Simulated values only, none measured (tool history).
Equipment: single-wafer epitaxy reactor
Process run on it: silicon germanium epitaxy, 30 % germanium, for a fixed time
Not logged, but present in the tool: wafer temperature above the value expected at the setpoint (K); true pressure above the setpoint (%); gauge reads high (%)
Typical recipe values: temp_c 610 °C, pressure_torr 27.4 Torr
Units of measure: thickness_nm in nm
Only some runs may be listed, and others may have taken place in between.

| run | hour | temp_c | pressure_torr | wafers since the last listed run | hours since the last pyrometer calibration | hours since the last manometer calibration | hours since the showerhead was replaced | hours since the gauge calibration | read-back reference wafer on the same gauge, thickness_nm | thickness_nm |
|---|---|---|---|---|---|---|---|---|---|---|
| 1 | 0.0 | 610 | 27.4 | 0 | 849.5 | 529.8 | 2594.2 | 1004.3 | 93.962 | 76.503 |
| 2 | 50.2 | 610 | 27.4 | 792 | 899.7 | 580.0 | 2644.4 | 1054.5 | 94.176 | 76.377 |
| 3 | 242.3 | 610 | 27.4 | 3030 | 1091.8 | 772.1 | 2836.5 | 1246.6 | 94.092 | 74.491 |
| 4 | 309.0 | 610 | 27.4 | 1052 | 1158.5 | 838.8 | 2903.2 | 1313.3 | 94.123 | 75.060 |
| 5 | 445.2 | 610 | 27.4 | 2148 | 1294.7 | 975.0 | 3039.4 | 1449.5 | 94.054 | 75.070 |
| 6 | 471.9 | 610 | 27.4 | 421 | 1321.4 | 1001.7 | 3066.1 | 1476.2 | 94.051 | 74.953 |
| 7 | 522.8 | 610 | 24.9 | 803 | 1372.3 | 1052.6 | 3117.0 | 1527.1 | 94.154 | 71.591 |
|  | 573.1 | gauge calibrated |
| 8 | 598.9 | 610 | 24.9 | 1200 | 1448.4 | 1128.7 | 3193.1 | 25.8 | 94.160 | 71.329 |
|  | 643.2 | capacitance manometer re-zeroed and calibrated |
| 9 | 643.7 | 610 | 27.4 | 580 | 1493.2 | 0.5 | 3237.9 | 70.6 | 93.994 | 73.945 |
| 10 | 668.1 | 606 | 26.0 | 384 | 1517.6 | 24.9 | 3262.3 | 95.0 | 94.164 | 67.946 |
| 11 | 739.4 | 606 | 26.0 | 1124 | 1588.9 | 96.2 | 3333.6 | 166.3 | 94.128 | 67.745 |
| 12 | 765.7 | 620 | 27.4 | 414 | 1615.2 | 122.5 | 3359.9 | 192.6 | 94.082 | 85.375 |
| 13 | 816.4 | 610 | 27.4 | 799 | 1665.9 | 173.2 | 3410.6 | 243.3 | 94.077 | 73.210 |
|  | 848.3 | showerhead replaced |
| 14 | 849.6 | 610 | 22.7 | 397 | 1699.1 | 206.4 | 1.3 | 276.5 | 93.922 | 67.082 |
| 15 | 884.3 | 625 | 25.2 | 547 | 1733.8 | 241.1 | 36.0 | 311.2 | 94.012 | 89.108 |
| 16 | 911.1 | 610 | 27.4 | 422 | 1760.6 | 267.9 | 62.8 | 338.0 | 94.205 | 73.851 |
| 17 | 966.5 | 610 | 27.4 | 874 | 1816.0 | 323.3 | 118.2 | 393.4 | 94.109 | 72.878 |
| 18 | 1010.2 | 622 | 32.1 | 689 | 1859.7 | 367.0 | 161.9 | 437.1 | 94.035 | 94.093 |
|  | 1086.1 | pyrometer calibrated |
| 19 | 1090.4 | 600 | 23.7 | 1139 | 4.3 | 447.2 | 242.1 | 517.3 | 94.101 | 64.297 |
| 20 | 1143.4 | 610 | 33.9 | 836 | 57.3 | 500.2 | 295.1 | 570.3 | 94.054 | 88.032 |
| 21 | 1183.5 | 618 | 29.6 | 632 | 97.4 | 540.3 | 335.2 | 610.4 | 93.938 | 93.526 |
| 22 | 1238.2 | 604 | 31.3 | 863 | 152.1 | 595.0 | 389.9 | 665.1 | 94.111 | 76.555 |
| 23 | 1289.1 | 610 | 30.9 | 803 | 203.0 | 645.9 | 440.8 | 716.0 | 94.019 | 84.730 |
| 24 | 1330.6 | 619 | 29.7 | 654 | 244.5 | 687.4 | 482.3 | 757.5 | 93.998 | 94.734 |
| 25 | 1379.7 | 610 | 27.4 | 774 | 293.6 | 736.5 | 531.4 | 806.6 | 94.090 | 79.249 |

Predict each of these 3 candidate next runs independently; none follows another, all start after run 25:
| A | 1380.1 | 610 | 31.8 | 6 | 294.0 | 736.9 | 531.8 | 807.0 | ? | ? |
| B | 1380.1 | 615 | 31.8 | 6 | 294.0 | 736.9 | 531.8 | 807.0 | ? | ? |
| C | 1380.1 | 615 | 33.4 | 6 | 294.0 | 736.9 | 531.8 | 807.0 | ? | ? |

| run | read-back reference wafer on the same gauge, thickness_nm | thickness_nm |
|---|---|---|
| A | 94.149 | 85.023 |
| B | 94.149 | 91.940 |
| C | 94.149 | 93.846 |
What these runs would have given with no unlogged condition in the tool:
| run | thickness_nm |
|---|---|
| A | 85.380 |
| B | 92.322 |
| C | 94.237 |
